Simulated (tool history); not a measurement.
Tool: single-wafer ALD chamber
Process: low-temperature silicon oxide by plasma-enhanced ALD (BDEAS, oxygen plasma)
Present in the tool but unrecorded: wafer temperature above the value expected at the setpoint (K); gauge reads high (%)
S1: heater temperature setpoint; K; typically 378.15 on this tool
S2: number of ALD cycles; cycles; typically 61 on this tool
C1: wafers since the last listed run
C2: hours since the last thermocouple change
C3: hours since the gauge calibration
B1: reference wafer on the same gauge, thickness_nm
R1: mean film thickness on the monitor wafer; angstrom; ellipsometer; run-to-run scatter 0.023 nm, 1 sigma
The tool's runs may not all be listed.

| run | hour | S1 | S2 | C1 | C2 | C3 | B1 | R1 |
|---|---|---|---|---|---|---|---|---|
| 1 | 0 | 378.15 | 61 | 0 | 3049.4 | 56.9 | 9.906 | 90.16 |
| 2 | 6.7 | 378.15 | 64 | 33 | 3056.1 | 63.6 | 9.912 | 94.68 |
| 3 | 14.5 | 378.15 | 64 | 39 | 3063.9 | 71.4 | 9.918 | 95.15 |
| 4 | 53.7 | 378.15 | 64 | 196 | 3103.1 | 110.6 | 9.914 | 94.95 |
| 5 | 64.1 | 378.15 | 61 | 52 | 3113.5 | 121 | 9.922 | 90.62 |
| 6 | 72.6 | 378.15 | 67 | 42 | 3122 | 129.5 | 9.896 | 99.41 |
|  | 84.6 | thermocouple changed; heater temperature recalibrated |
| 7 | 85.1 | 378.15 | 67 | 22 | 0.5 | 142 | 9.909 | 99.43 |
| 8 | 87.2 | 378.15 | 61 | 10 | 2.6 | 144.1 | 9.911 | 90.35 |
|  | 99.3 | gauge calibrated |
| 9 | 102.3 | 378.15 | 61 | 75 | 17.7 | 3 | 9.918 | 90.53 |
| 10 | 113 | 383.15 | 54 | 53 | 28.4 | 13.7 | 9.908 | 79.23 |
| 11 | 122.5 | 392.15 | 51 | 47 | 37.9 | 23.2 | 9.905 | 73.34 |
| 12 | 131.9 | 382.15 | 61 | 47 | 47.3 | 32.6 | 9.919 | 89.81 |
| 13 | 143.8 | 363.15 | 72 | 59 | 59.2 | 44.5 | 9.904 | 111.69 |
| 14 | 151.3 | 378.15 | 61 | 37 | 66.7 | 52 | 9.897 | 90.43 |
| 15 | 159.1 | 364.15 | 58 | 39 | 74.5 | 59.8 | 9.917 | 90.21 |
| 16 | 167.2 | 378.15 | 55 | 40 | 82.6 | 67.9 | 9.911 | 81.71 |

Alternative continuations, all from the tool just after run 16; predict every row:
| A | 167.7 | 378.15 | 61 | 2 | 83.1 | 68.4 | ? | ? |
| B | 167.7 | 384.15 | 57 | 2 | 83.1 | 68.4 | ? | ? |
| C | 167.7 | 384.15 | 64 | 2 | 83.1 | 68.4 | ? | ? |
| D | 167.7 | 371.15 | 70 | 2 | 83.1 | 68.4 | ? | ? |
| E | 167.7 | 371.15 | 57 | 2 | 83.1 | 68.4 | ? | ? |

| run | B1 | R1 |
|---|---|---|
| A | 9.924 | 90.34 |
| B | 9.924 | 83.36 |
| C | 9.924 | 93.6 |
| D | 9.924 | 105.74 |
| E | 9.924 | 86.1 |
Take away the tool's hidden state, keep each run's random variation, and the runs would have read:
| run | R1 |
|---|---|
| A | 90.34 |
| B | 83.36 |
| C | 93.6 |
| D | 105.74 |
| E | 86.1 |
